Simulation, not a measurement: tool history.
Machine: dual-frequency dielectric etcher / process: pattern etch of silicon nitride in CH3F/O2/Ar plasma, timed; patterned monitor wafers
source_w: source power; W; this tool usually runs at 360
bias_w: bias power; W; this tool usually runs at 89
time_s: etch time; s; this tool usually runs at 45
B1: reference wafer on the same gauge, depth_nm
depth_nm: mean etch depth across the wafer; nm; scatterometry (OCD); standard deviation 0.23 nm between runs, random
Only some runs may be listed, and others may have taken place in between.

Run 1, hour 0: usual settings but bias_w 98 W; B1 35.87. Result: depth_nm 36.81 nm.
Run 2, hour 16.1: usual settings but bias_w 83 W; B1 35.82. Result: depth_nm 33 nm.
Run 3, hour 31.8: usual settings but bias_w 83 W; B1 35.78. Result: depth_nm 33.21 nm.
Run 4, hour 41.7: usual settings; B1 35.87. Result: depth_nm 34.54 nm.
Run 5, hour 50.9: usual settings; B1 35.82. Result: depth_nm 34.34 nm.
Run 6, hour 61.9: usual settings; B1 35.7. Result: depth_nm 34.96 nm.
Run 7, hour 79.3: usual settings; B1 35.87. Result: depth_nm 34.55 nm.
Run 8, hour 95.5: usual settings; B1 35.71. Result: depth_nm 34.71 nm.
Run 9, hour 109.8: usual settings but time_s 39.5 s; B1 35.78. Result: depth_nm 30.57 nm.
Run 10, hour 121.3: usual settings; B1 35.7. Result: depth_nm 34.73 nm.
Run 11, hour 155.7: usual settings; B1 35.9. Result: depth_nm 34.95 nm.
Run 12, hour 168.3: usual settings but time_s 50.5 s; B1 35.74. Result: depth_nm 39.17 nm.
At hour 173.1: gauge calibrated.
Run 13, hour 183.1: usual settings but time_s 50.5 s; B1 35.91. Result: depth_nm 39.69 nm.
At hour 196.2: bias power generator calibrated.
Run 14, hour 197.4: usual settings but source_w 290 W, bias_w 71 W, time_s 32.5 s; B1 35.86. Result: depth_nm 20.65 nm.
Run 15, hour 214.7: usual settings but source_w 300 W, time_s 35 s; B1 35.73. Result: depth_nm 25.36 nm.
Run 16, hour 226.3: usual settings but source_w 330 W, bias_w 99 W; B1 35.84. Result: depth_nm 36.3 nm.
At hour 237.9: source power generator calibrated.
Run 17, hour 238.4: usual settings; B1 35.89. Result: depth_nm 34.93 nm.
Run 18, hour 246.9: usual settings but source_w 400 W; B1 35.87. Result: depth_nm 36.14 nm.
At hour 272.6: upper electrode replaced.
Run 19, hour 273.1: usual settings but source_w 410 W, time_s 55.5 s; B1 35.82. Result: depth_nm 45.8 nm.
Run 20, hour 273.4: usual settings but source_w 330 W, bias_w 99 W; B1 35.66. Result: depth_nm 36.22 nm.
Run 21, hour 275.6: usual settings but source_w 330 W, bias_w 74 W; B1 35.86. Result: depth_nm 30.21 nm.
At hour 308.7: wet clean of the chamber.
Run 22, hour 309.2: usual settings; B1 35.72. Result: depth_nm 33.76 nm.
Run 23, hour 323.8: usual settings but source_w 300 W, bias_w 80 W; B1 35.79. Result: depth_nm 29.69 nm.
Run 24, hour 333.7: usual settings; B1 35.82. Result: depth_nm 33.59 nm.
Run 25, hour 346.2: usual settings but source_w 410 W, bias_w 75 W; B1 35.79. Result: depth_nm 32.34 nm.
Run 26, hour 359.7: usual settings but source_w 440 W; B1 35.75. Result: depth_nm 36.64 nm.
Run 27, hour 370: usual settings but source_w 320 W, bias_w 82 W, time_s 32.5 s; B1 35.93. Result: depth_nm 22.2 nm.
Run 28, hour 386.2: usual settings but source_w 400 W, bias_w 100 W, time_s 56 s; B1 35.87. Result: depth_nm 47.21 nm.
Run 29, hour 392.6: usual settings but source_w 420 W, time_s 39 s; B1 35.83. Result: depth_nm 30.89 nm.
Run 30, hour 406.8: usual settings but source_w 300 W, bias_w 70 W, time_s 49 s; B1 35.69. Result: depth_nm 29.91 nm.
Run 31, hour 413.7: usual settings; B1 35.63. Result: depth_nm 34.05 nm.

The same runs without the tool's hidden state, with the same run-to-run variation:
Hidden state at play: etch rate over this chamber's usual, %; source power that arrives over what is set, %; bias power that arrives over what is set, %; gauge reads high (%).
run  depth_nm
  1     35.74
  2        32
  3     32.16
  4     33.41
  5     33.21
  6     33.78
  7     33.33
  8     33.44
  9     29.42
 10     33.39
 11     33.51
 12     37.52
 13     37.97
 14     19.73
 15      24.2
 16     34.62
 17     33.28
 18     34.41
 19     43.52
 20     34.42
 21      28.7
 22     33.42
 23     29.36
 24     33.19
 25     31.92
 26     36.12
 27     21.87
 28     46.44
 29     30.37
 30     29.38
 31     33.42

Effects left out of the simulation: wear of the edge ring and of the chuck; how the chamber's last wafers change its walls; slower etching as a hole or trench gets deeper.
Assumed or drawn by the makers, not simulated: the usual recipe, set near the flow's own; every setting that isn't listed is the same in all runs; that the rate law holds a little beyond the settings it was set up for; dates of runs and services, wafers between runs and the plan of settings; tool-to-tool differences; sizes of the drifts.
